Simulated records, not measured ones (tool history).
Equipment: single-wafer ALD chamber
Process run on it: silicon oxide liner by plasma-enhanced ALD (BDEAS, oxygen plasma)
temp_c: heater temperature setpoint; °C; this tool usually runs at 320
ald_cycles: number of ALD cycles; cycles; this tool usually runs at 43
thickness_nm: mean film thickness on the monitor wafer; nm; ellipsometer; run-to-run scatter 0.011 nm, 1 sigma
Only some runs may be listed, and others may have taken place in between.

run    hour  temp_c  ald_cycles  read-back reference wafer on the same gauge, thickness_nm  thickness_nm
  1       0     316          43                                                      5.015         4.374
  2    81.6     316          43                                                      5.009         4.351
  3   114.8     316          43                                                      5.004         4.349
  4   131.3     320          49                                                          5         4.915
  5   155.3     320          47                                                      4.999         4.714
  6   239.1     320          43                                                      4.986           4.3
  7   251.5     320          43                                                      4.984         4.299
  8   266.2     313          43                                                      4.982         4.366
  9     279     320          43                                                      4.978         4.314
 10   297.2     320          43                                                      4.976         4.292
 11   316.2     320          43                                                      4.971         4.293
 12   356.6     320          37                                                      4.964         3.675
 13   375.2     320          43                                                      4.962         4.275
 14   410.4     320          43                                                      4.952         4.281
      411.5  -- gauge calibrated
 15   425.7     320          43                                                      5.034         4.346
 16   438.3     320          43                                                      5.036         4.339
 17   462.5     320          43                                                      5.035         4.353
 18   483.4     309          43                                                      5.033         4.437
 19   505.7     309          43                                                      5.034         4.439
 20   518.9     320          43                                                      5.036         4.358
 21   550.6     320          43                                                      5.034          4.35
 22     578     320          51                                                       5.03         5.125
      586.5  -- thermocouple changed; heater temperature recalibrated
 23   593.4     320          43                                                      5.033         4.339
 24   616.1     308          48                                                       5.03          4.92
 25   630.8     320          43                                                       5.03         4.339
 26   655.4     326          36                                                      5.024         3.596
 27     690     327          43                                                      5.022         4.298
 28   724.6     320          40                                                       5.02         4.012
 29   760.4     316          51                                                      5.016          5.19
 30     779     329          39                                                      5.014          3.85
 31   797.4     320          43                                                      5.011         4.323
 32   815.5     307          43                                                      5.011         4.387
 33   870.3     308          35                                                      5.002         3.591
 34   892.8     320          43                                                      4.997         4.311
 35   926.9     306          48                                                      4.991         4.941
 36   942.9     309          49                                                      4.988             5
 37   972.1     313          38                                                      4.984         3.834
 38  1002.1     325          48                                                      4.979         4.761
 39  1020.5     320          36                                                      4.974         3.604
     1037.4  -- gauge calibrated
 40    1053     320          43                                                      5.023         4.339
 41  1081.5     320          43                                                      5.021         4.339
 42  1101.5     320          43                                                      5.025          4.35
 43  1122.1     320          52                                                      5.021         5.254

Pick out some run-to-run changes in thickness_nm. Of each, how much would a tool without hidden state show as well, from the settings, what came in and chance, and how much is left for the hidden state and any gauge scatter not in both results compared?
The hidden state here: wafer temperature above the value expected at the setpoint (K); gauge reads high (%).
Run 14 -> 15: gauge calibrated. thickness_nm +0.065 nm: hidden state +0.073, all else -0.008.
Run 28 -> 29: temp_c 320 -> 316, ald_cycles 40 -> 51. thickness_nm +1.178 nm: hidden state -0.006, all else +1.184.
Run 29 -> 30: temp_c 316 -> 329, ald_cycles 51 -> 39. thickness_nm -1.34 nm: hidden state +0.002, all else -1.342.
Run 36 -> 37: temp_c 309 -> 313, ald_cycles 49 -> 38. thickness_nm -1.166 nm: hidden state +0.005, all else -1.171.
Run 37 -> 38: temp_c 313 -> 325, ald_cycles 38 -> 48. thickness_nm +0.927 nm: hidden state -0.013, all else +0.94.
Run 39 -> 40: ald_cycles 36 -> 43, gauge calibrated. thickness_nm +0.735 nm: hidden state +0.034, all else +0.701.
